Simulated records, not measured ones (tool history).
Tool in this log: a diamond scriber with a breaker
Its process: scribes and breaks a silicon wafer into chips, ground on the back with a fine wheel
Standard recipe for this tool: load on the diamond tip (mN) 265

run,hour,load on the diamond tip (mN),wafers since the last listed run,hours since the diamond tip was replaced,hours since the load on the tip was calibrated,"incoming depth of the damage left on the back of the incoming wafer, um",depth of the median crack under the scribed line (um),chips rejected at inspection after the break (%)
1,0,265,0,611.5,74.2,1.6,7.81,3.63
2,17.2,265,24,628.7,91.4,2.94,7.81,8.37
3,39.7,312,31,651.2,113.9,1.52,8.53,2.36
4,74.8,312,49,686.3,149,2.72,8.53,4.55
5,106.3,265,44,717.8,180.5,2.62,7.65,6.73
6,124.2,265,25,735.7,198.4,2.35,7.86,5.95
7,155,265,43,766.5,229.2,2.6,7.83,6.12
8,178.3,239,32,789.8,252.5,1.9,7.1,7.47
9,198.7,265,28,810.2,272.9,1.86,7.68,5.19
10,225.2,265,37,836.7,299.4,1.92,7.66,5.05
11,237.6,265,17,849.1,311.8,2.09,7.7,5.48
12,270.6,265,46,882.1,344.8,2.05,7.55,5.75
13,291.1,265,28,902.6,365.3,2.88,7.66,8.14
14,365.5,265,104,977,439.7,2.76,7.63,8.33
15,390.7,265,35,1002.2,464.9,1.99,7.56,5.78
16,416.7,265,36,1028.2,490.9,1.66,7.47,5.72
17,449,287,45,1060.5,523.2,2.01,7.84,4.9
18,474.8,287,36,1086.3,549,2.17,7.7,4.77
# hour 490.7: diamond tip replaced by a new one
19,493.1,295,22,2.4,567.3,2.81,8.81,4.79
20,505.7,265,17,15,579.9,2.46,8.47,3.57
21,524.9,201,27,34.2,599.1,1.6,7.04,9
22,538.1,210,18,47.4,612.3,2.59,7.37,10.09
# hour 550.7: load on the tip recalibrated
23,564.9,206,34,74.2,14.2,1.54,7.22,8.05
24,585.7,344,29,95,35,1.92,9.73,6.77
25,600.2,265,20,109.5,49.5,2.33,8.22,3.66
26,621,203,29,130.3,70.3,2.79,7.01,13.84
27,638.3,202,24,147.6,87.6,2.66,7,13.95
28,674.1,231,50,183.4,123.4,2.08,7.6,5.5
29,687,186,18,196.3,136.3,2.18,6.66,16.14
30,715.9,224,40,225.2,165.2,2.28,7.3,7.71
31,731.8,226,22,241.1,181.1,2.57,7.4,8.92
32,759.5,306,38,268.8,208.8,2.24,8.76,3.89
33,788.5,265,40,297.8,237.8,1.75,8.08,2.9
34,808,265,27,317.3,257.3,2.11,8.16,3.59
35,837.2,214,41,346.5,286.5,2.86,7.11,12.55
36,852.3,308,21,361.6,301.6,1.71,8.91,2.99
37,874.7,265,31,384,324,2.17,7.92,3.4
38,904.1,290,41,413.4,353.4,2.24,8.51,3.44
39,916.9,265,18,426.2,366.2,2.7,7.99,5.54
40,943.3,265,37,452.6,392.6,1.69,8.15,2.93
41,961.1,226,25,470.4,410.4,1.79,7.33,6.35
42,978.6,306,24,487.9,427.9,2.68,8.74,4.75
43,1000.1,189,30,509.4,449.4,1.58,6.56,15.14

Below, some changes in depth of the median crack under the scribed line (um) between adjacent runs. For each, the amount present without the hidden state too (settings, incoming material, random variation) and the amount remaining for the hidden state with gauge scatter not shared by both compared results:
The hidden state here: share of the diamond tip's cutting effectiveness lost through wear, %; deviation of the load on the tip from its setpoint, %.
Run 18 -> 19: load on the diamond tip (mN) 287 -> 295, diamond tip replaced by a new one. depth of the median crack under the scribed line (um) +1.11: hidden state +0.98, all else +0.13.
Run 23 -> 24: load on the diamond tip (mN) 206 -> 344. depth of the median crack under the scribed line (um) +2.51: hidden state -0.05, all else +2.56.
Run 35 -> 36: load on the diamond tip (mN) 214 -> 308. depth of the median crack under the scribed line (um) +1.8: hidden state -0.09, all else +1.89.
Run 42 -> 43: load on the diamond tip (mN) 306 -> 189. depth of the median crack under the scribed line (um) -2.18: hidden state +0.11, all else -2.29.
